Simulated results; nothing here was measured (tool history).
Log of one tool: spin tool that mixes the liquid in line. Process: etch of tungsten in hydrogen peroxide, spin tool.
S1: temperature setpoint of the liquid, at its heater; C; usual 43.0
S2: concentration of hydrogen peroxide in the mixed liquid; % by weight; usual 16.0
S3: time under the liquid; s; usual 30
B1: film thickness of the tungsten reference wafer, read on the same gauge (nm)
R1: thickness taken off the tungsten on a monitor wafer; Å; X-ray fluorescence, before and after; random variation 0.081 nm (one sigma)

{"run": 1, "hour": 0.0, "S1": 43.0, "S2": 16.0, "S3": 30, "B1": 140.48, "R1": 212.2}
{"run": 2, "hour": 37.1, "S1": 43.0, "S2": 16.0, "S3": 30, "B1": 140.59, "R1": 213.4}
{"run": 3, "hour": 71.7, "S1": 43.0, "S2": 16.0, "S3": 30, "B1": 140.7, "R1": 214.1}
{"run": 4, "hour": 137.6, "S1": 39.5, "S2": 16.0, "S3": 30, "B1": 140.89, "R1": 170.1}
{"run": 5, "hour": 174.0, "S1": 39.5, "S2": 16.0, "S3": 30, "B1": 141.0, "R1": 170.9}
{"run": 6, "hour": 230.1, "S1": 43.0, "S2": 16.0, "S3": 30, "B1": 141.14, "R1": 214.5}
{"run": 7, "hour": 294.2, "S1": 43.0, "S2": 16.0, "S3": 30, "B1": 141.35, "R1": 214.7}
{"run": 8, "hour": 336.0, "S1": 33.0, "S2": 16.0, "S3": 45, "B1": 141.5, "R1": 166.6}
{"run": 9, "hour": 377.0, "S1": 43.0, "S2": 12.5, "S3": 45, "B1": 141.61, "R1": 286.7}
{"run": 10, "hour": 426.5, "S1": 46.5, "S2": 12.0, "S3": 40, "B1": 141.76, "R1": 308.9}
{"run": 11, "hour": 491.8, "S1": 43.0, "S2": 19.5, "S3": 20, "B1": 141.95, "R1": 158.0}
{"run": 12, "hour": 548.2, "S1": 43.0, "S2": 16.0, "S3": 30, "B1": 142.14, "R1": 215.9}
{"run": 13, "hour": 594.1, "S1": 35.0, "S2": 19.5, "S3": 40, "B1": 142.24, "R1": 189.6}
{"run": 14, "hour": 643.5, "S1": 38.5, "S2": 13.0, "S3": 35, "B1": 142.42, "R1": 170.6}
{"run": 15, "hour": 699.6, "S1": 52.0, "S2": 20.0, "S3": 20, "B1": 142.57, "R1": 282.1}
{"run": 16, "hour": 755.0, "S1": 43.0, "S2": 14.5, "S3": 45, "B1": 142.76, "R1": 306.9}
{"run": 17, "hour": 802.7, "S1": 43.0, "S2": 19.0, "S3": 30, "B1": 142.89, "R1": 236.6}
{"run": 18, "hour": 871.8, "S1": 50.0, "S2": 18.5, "S3": 15, "B1": 143.1, "R1": 182.3}
{"run": 19, "hour": 902.0, "S1": 43.0, "S2": 19.5, "S3": 20, "B1": 143.19, "R1": 160.4}
{"run": 20, "hour": 956.2, "S1": 52.5, "S2": 17.5, "S3": 40, "B1": 143.35, "R1": 547.6}
{"run": 21, "hour": 1018.5, "S1": 43.0, "S2": 16.0, "S3": 30, "B1": 143.54, "R1": 217.5}
{"run": 22, "hour": 1060.4, "S1": 43.0, "S2": 16.0, "S3": 30, "B1": 143.67, "R1": 218.9}
{"run": 23, "hour": 1092.3, "S1": 43.0, "S2": 16.0, "S3": 30, "B1": 143.77, "R1": 219.0}
{"run": 24, "hour": 1155.7, "S1": 46.5, "S2": 13.5, "S3": 15, "B1": 143.94, "R1": 124.2}
{"run": 25, "hour": 1205.7, "S1": 35.0, "S2": 12.5, "S3": 30, "B1": 144.09, "R1": 114.6}
{"run": 26, "hour": 1250.3, "S1": 46.0, "S2": 19.0, "S3": 35, "B1": 144.24, "R1": 336.4}
{"run": 27, "hour": 1304.6, "S1": 43.0, "S2": 16.0, "S3": 30, "B1": 144.39, "R1": 218.6}

Taken out of this log: 5 entries between the listed runs. Where each belongs, and how the hidden state differs across it:
Between runs 5 and 6: peroxide flow meter replaced (hour 227.8)
  gauge reads high (%): 0.715 -> 0.836
  measured less the result without the state, R1: +1.2 -> +1.8 Å
Between runs 6 and 7: heated supply line repaired (hour 290.4)
  gauge reads high (%): 0.836 -> 0.973
  measured less the result without the state, R1: +1.8 -> +2.1 Å
Between runs 12 and 13: thermometer replaced (hour 579.2)
  gauge reads high (%): 1.52 -> 1.62
  measured less the result without the state, R1: +3.3 -> +3.0 Å
Between runs 15 and 16: new drum of peroxide connected (hour 734.8)
  gauge reads high (%): 1.84 -> 1.96
  measured less the result without the state, R1: +5.1 -> +5.9 Å
Between runs 23 and 24: peroxide flow meter replaced (hour 1145.4)
  gauge reads high (%): 2.69 -> 2.82
  measured less the result without the state, R1: +5.7 -> +3.4 Å
